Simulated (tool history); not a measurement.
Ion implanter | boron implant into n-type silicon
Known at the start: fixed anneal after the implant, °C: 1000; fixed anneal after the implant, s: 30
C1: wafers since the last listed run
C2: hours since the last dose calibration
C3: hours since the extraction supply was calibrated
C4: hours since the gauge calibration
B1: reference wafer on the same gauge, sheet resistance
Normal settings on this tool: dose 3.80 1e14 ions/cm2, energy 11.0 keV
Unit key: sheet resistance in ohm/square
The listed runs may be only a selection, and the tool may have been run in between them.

run 1 hour=0.0 | dose=3.80 energy=11.0 | C1=0 C2=474.9 C3=4547.7 C4=714.5 | B1=252.09 | sheet_resistance=299.65
run 2 hour=92.6 | dose=3.80 energy=11.0 | C1=1417 C2=567.5 C3=4640.3 C4=807.1 | B1=251.78 | sheet_resistance=298.85
run 3 hour=129.0 | dose=3.80 energy=11.0 | C1=557 C2=603.9 C3=4676.7 C4=843.5 | B1=252.20 | sheet_resistance=300.69
run 4 hour=224.0 | dose=3.80 energy=11.0 | C1=1454 C2=698.9 C3=4771.7 C4=938.5 | B1=252.38 | sheet_resistance=299.04
run 5 hour=296.6 | dose=3.80 energy=11.0 | C1=1111 C2=771.5 C3=4844.3 C4=1011.1 | B1=252.22 | sheet_resistance=299.95
run 6 hour=372.2 | dose=3.80 energy=11.0 | C1=1157 C2=847.1 C3=4919.9 C4=1086.7 | B1=252.18 | sheet_resistance=300.00
run 7 hour=421.9 | dose=3.80 energy=11.0 | C1=760 C2=896.8 C3=4969.6 C4=1136.4 | B1=251.94 | sheet_resistance=298.93
run 8 hour=527.7 | dose=3.80 energy=11.0 | C1=1619 C2=1002.6 C3=5075.4 C4=1242.2 | B1=252.30 | sheet_resistance=299.26
run 9 hour=584.4 | dose=3.80 energy=11.0 | C1=867 C2=1059.3 C3=5132.1 C4=1298.9 | B1=251.78 | sheet_resistance=299.82
run 10 hour=667.7 | dose=3.80 energy=11.0 | C1=1275 C2=1142.6 C3=5215.4 C4=1382.2 | B1=251.89 | sheet_resistance=300.02
run 11 hour=751.0 | dose=3.80 energy=11.0 | C1=1275 C2=1225.9 C3=5298.7 C4=1465.5 | B1=251.88 | sheet_resistance=299.05
run 12 hour=794.8 | dose=3.50 energy=11.0 | C1=670 C2=1269.7 C3=5342.5 C4=1509.3 | B1=252.01 | sheet_resistance=319.97
-- hour=871.5 Faraday cup replaced and dose calibrated
run 13 hour=877.5 | dose=4.10 energy=7.5 | C1=1143 C2=6.0 C3=5425.2 C4=1592.0 | B1=252.10 | sheet_resistance=290.37
-- hour=928.7 extraction supply calibrated
run 14 hour=940.2 | dose=4.30 energy=15.0 | C1=837 C2=68.7 C3=11.5 C4=1654.7 | B1=252.12 | sheet_resistance=262.80
run 15 hour=1112.5 | dose=4.24 energy=8.5 | C1=2637 C2=241.0 C3=183.8 C4=1827.0 | B1=251.91 | sheet_resistance=280.88
-- hour=1123.9 gauge calibrated
run 16 hour=1203.3 | dose=3.80 energy=11.0 | C1=1389 C2=331.8 C3=274.6 C4=79.4 | B1=252.00 | sheet_resistance=299.82
run 17 hour=1284.7 | dose=3.80 energy=11.0 | C1=1246 C2=413.2 C3=356.0 C4=160.8 | B1=251.79 | sheet_resistance=299.51
run 18 hour=1371.9 | dose=3.37 energy=7.5 | C1=1334 C2=500.4 C3=443.2 C4=248.0 | B1=251.95 | sheet_resistance=345.52
run 19 hour=1469.4 | dose=3.80 energy=11.0 | C1=1492 C2=597.9 C3=540.7 C4=345.5 | B1=251.96 | sheet_resistance=300.96
run 20 hour=1508.2 | dose=2.77 energy=9.5 | C1=593 C2=636.7 C3=579.5 C4=384.3 | B1=251.80 | sheet_resistance=395.73
run 21 hour=1579.0 | dose=2.75 energy=14.5 | C1=1083 C2=707.5 C3=650.3 C4=455.1 | B1=251.61 | sheet_resistance=378.71
run 22 hour=1672.4 | dose=2.94 energy=13.5 | C1=1429 C2=800.9 C3=743.7 C4=548.5 | B1=252.10 | sheet_resistance=363.52
run 23 hour=1772.5 | dose=3.80 energy=14.5 | C1=1532 C2=901.0 C3=843.8 C4=648.6 | B1=251.91 | sheet_resistance=290.80
run 24 hour=1860.4 | dose=3.80 energy=13.0 | C1=1345 C2=988.9 C3=931.7 C4=736.5 | B1=251.95 | sheet_resistance=294.44

4 options for the next run, each taken on its own from the tool as it stands now. Forecast them:
run A hour=1860.8 | dose=3.80 energy=11.0 | C1=6 C2=989.3 C3=932.1 C4=736.9 | B1=? | sheet_resistance=?
run B hour=1860.8 | dose=3.26 energy=8.0 | C1=6 C2=989.3 C3=932.1 C4=736.9 | B1=? | sheet_resistance=?
run C hour=1860.8 | dose=4.42 energy=13.0 | C1=6 C2=989.3 C3=932.1 C4=736.9 | B1=? | sheet_resistance=?
run D hour=1860.8 | dose=2.81 energy=7.5 | C1=6 C2=989.3 C3=932.1 C4=736.9 | B1=? | sheet_resistance=?

run=A B1=251.85 sheet_resistance=299.57
run=B B1=251.85 sheet_resistance=352.90
run=C B1=251.85 sheet_resistance=260.35
run=D B1=251.85 sheet_resistance=403.37
The same runs, with their run-to-run variation unchanged, on a tool lacking any hidden condition would have given:
run=A sheet_resistance=299.57
run=B sheet_resistance=352.90
run=C sheet_resistance=260.35
run=D sheet_resistance=403.37
